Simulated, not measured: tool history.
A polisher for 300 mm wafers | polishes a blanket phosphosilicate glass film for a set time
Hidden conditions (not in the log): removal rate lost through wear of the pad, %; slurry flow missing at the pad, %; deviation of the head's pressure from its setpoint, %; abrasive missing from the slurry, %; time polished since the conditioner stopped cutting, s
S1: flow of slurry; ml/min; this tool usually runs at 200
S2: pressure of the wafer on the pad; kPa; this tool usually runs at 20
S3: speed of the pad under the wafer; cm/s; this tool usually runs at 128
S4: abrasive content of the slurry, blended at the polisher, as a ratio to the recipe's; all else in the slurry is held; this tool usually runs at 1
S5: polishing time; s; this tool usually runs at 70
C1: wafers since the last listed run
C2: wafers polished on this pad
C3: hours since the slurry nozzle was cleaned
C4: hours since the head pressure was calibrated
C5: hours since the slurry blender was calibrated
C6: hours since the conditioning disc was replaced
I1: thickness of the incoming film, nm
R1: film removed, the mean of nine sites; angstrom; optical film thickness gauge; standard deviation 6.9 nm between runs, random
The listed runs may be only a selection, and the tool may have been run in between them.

run 1 hour=0 | S1=200 S2=20 S3=140 S4=1 S5=70 | C1=0 C2=110 C3=702.7 C4=417.8 C5=87.7 C6=149 | I1=4079.2 | R1=6150
run 2 hour=13.6 | S1=200 S2=20 S3=140 S4=1 S5=70 | C1=160 C2=270 C3=716.3 C4=431.4 C5=101.3 C6=162.6 | I1=4027.9 | R1=6259
run 3 hour=26.5 | S1=200 S2=20 S3=128 S4=1 S5=70 | C1=151 C2=421 C3=729.2 C4=444.3 C5=114.2 C6=175.5 | I1=4066.9 | R1=5811
run 4 hour=36 | S1=200 S2=20 S3=128 S4=1 S5=70 | C1=111 C2=533 C3=738.7 C4=453.8 C5=123.7 C6=185 | I1=4064.1 | R1=5713
run 5 hour=43.2 | S1=200 S2=20 S3=128 S4=1 S5=70 | C1=84 C2=618 C3=745.9 C4=461 C5=130.9 C6=192.2 | I1=4068.2 | R1=5677
run 6 hour=59.1 | S1=250 S2=20 S3=128 S4=1 S5=81 | C1=187 C2=805 C3=761.8 C4=476.9 C5=146.8 C6=208.1 | I1=4045.7 | R1=6930
-- hour=61 slurry nozzle cleaned
run 7 hour=71.4 | S1=200 S2=20 S3=128 S4=1 S5=70 | C1=133 C2=938 C3=10.4 C4=489.2 C5=159.1 C6=220.4 | I1=4111.4 | R1=5688
run 8 hour=77.5 | S1=200 S2=25.5 S3=118 S4=1 S5=70 | C1=71 C2=1010 C3=16.5 C4=495.3 C5=165.2 C6=226.5 | I1=4097.3 | R1=6449
run 9 hour=87.2 | S1=200 S2=25.5 S3=118 S4=1 S5=70 | C1=114 C2=1124 C3=26.2 C4=505 C5=174.9 C6=236.2 | I1=4056.6 | R1=6556
run 10 hour=101 | S1=200 S2=25.5 S3=118 S4=1 S5=70 | C1=162 C2=1287 C3=40 C4=518.8 C5=188.7 C6=250 | I1=4028.5 | R1=6449
-- hour=118.6 worn pad replaced by a new one
run 11 hour=119.1 | S1=135 S2=20 S3=88 S4=1 S5=70 | C1=165 C2=5 C3=58.1 C4=536.9 C5=206.8 C6=268.1 | I1=4068.3 | R1=4188
run 12 hour=128.6 | S1=200 S2=13.8 S3=128 S4=1 S5=80 | C1=111 C2=117 C3=67.6 C4=546.4 C5=216.3 C6=277.6 | I1=3991.6 | R1=5245
-- hour=138.9 head pressure recalibrated
run 13 hour=140.7 | S1=200 S2=24.8 S3=112 S4=0.9 S5=89 | C1=118 C2=236 C3=79.7 C4=1.8 C5=228.4 C6=289.7 | I1=3988.4 | R1=7561
run 14 hour=150.3 | S1=155 S2=20 S3=144 S4=0.75 S5=70 | C1=112 C2=349 C3=89.3 C4=11.4 C5=238 C6=299.3 | I1=4070.9 | R1=5764
-- hour=166.9 conditioning disc replaced and pad reconditioned
run 15 hour=167.7 | S1=200 S2=15.2 S3=162 S4=1 S5=70 | C1=181 C2=530 C3=106.7 C4=28.8 C5=255.4 C6=0.8 | I1=4039.5 | R1=6133
run 16 hour=174 | S1=200 S2=20 S3=128 S4=0.75 S5=70 | C1=74 C2=604 C3=113 C4=35.1 C5=261.7 C6=7.1 | I1=4119 | R1=5539
run 17 hour=190.5 | S1=200 S2=20 S3=128 S4=0.8 S5=70 | C1=194 C2=798 C3=129.5 C4=51.6 C5=278.2 C6=23.6 | I1=3970.4 | R1=5690
-- hour=197.9 head pressure recalibrated, repeated, since the last time left the tool worse
run 18 hour=200.5 | S1=200 S2=15.9 S3=128 S4=1 S5=85 | C1=94 C2=892 C3=139.5 C4=2.6 C5=288.2 C6=33.6 | I1=4096.3 | R1=5867
run 19 hour=207.1 | S1=225 S2=20 S3=170 S4=1 S5=70 | C1=77 C2=970 C3=146.1 C4=9.2 C5=294.8 C6=40.2 | I1=4108.4 | R1=7127
run 20 hour=220.9 | S1=145 S2=20 S3=128 S4=1 S5=70 | C1=162 C2=1132 C3=159.9 C4=23 C5=308.6 C6=54 | I1=4039.4 | R1=5289
-- hour=228.4 worn pad replaced by a new one
run 21 hour=228.9 | S1=260 S2=20 S3=128 S4=1 S5=82 | C1=47 C2=6 C3=167.9 C4=31 C5=316.6 C6=62 | I1=4077.4 | R1=6647
-- hour=232.1 slurry blender recalibrated
run 22 hour=275.4 | S1=200 S2=20 S3=128 S4=1.1 S5=70 | C1=523 C2=530 C3=214.4 C4=77.5 C5=43.3 C6=108.5 | I1=4032 | R1=5769
run 23 hour=283.4 | S1=200 S2=22.1 S3=128 S4=0.8 S5=63 | C1=94 C2=624 C3=222.4 C4=85.5 C5=51.3 C6=116.5 | I1=4098.3 | R1=4937
run 24 hour=297.1 | S1=200 S2=20 S3=128 S4=1 S5=70 | C1=161 C2=785 C3=236.1 C4=99.2 C5=65 C6=130.2 | I1=4070.5 | R1=5678
run 25 hour=303.9 | S1=200 S2=20 S3=128 S4=1 S5=70 | C1=80 C2=865 C3=242.9 C4=106 C5=71.8 C6=137 | I1=4083.6 | R1=5579
run 26 hour=320.9 | S1=200 S2=20 S3=128 S4=1 S5=70 | C1=200 C2=1065 C3=259.9 C4=123 C5=88.8 C6=154 | I1=4076.5 | R1=5676

Here are 4 independent what-if runs from the current tool condition. What would each one return?
run A hour=321.3 | S1=200 S2=20 S3=150 S4=1 S5=70 | C1=4 C2=1070 C3=260.3 C4=123.4 C5=89.2 C6=154.4 | I1=4028.8 | R1=?
run B hour=321.3 | S1=200 S2=20 S3=152 S4=1 S5=70 | C1=4 C2=1070 C3=260.3 C4=123.4 C5=89.2 C6=154.4 | I1=4028.8 | R1=?
run C hour=321.3 | S1=220 S2=20 S3=90 S4=1.2 S5=64 | C1=4 C2=1070 C3=260.3 C4=123.4 C5=89.2 C6=154.4 | I1=4028.8 | R1=?
run D hour=321.3 | S1=200 S2=20 S3=96 S4=1.25 S5=70 | C1=4 C2=1070 C3=260.3 C4=123.4 C5=89.2 C6=154.4 | I1=4028.8 | R1=?

run=A R1=6241
run=B R1=6308
run=C R1=4084
run=D R1=4722
Without the tool's unlogged condition, the same runs would have read:
run=A R1=6092
run=B R1=6157
run=C R1=3986
run=D R1=4610
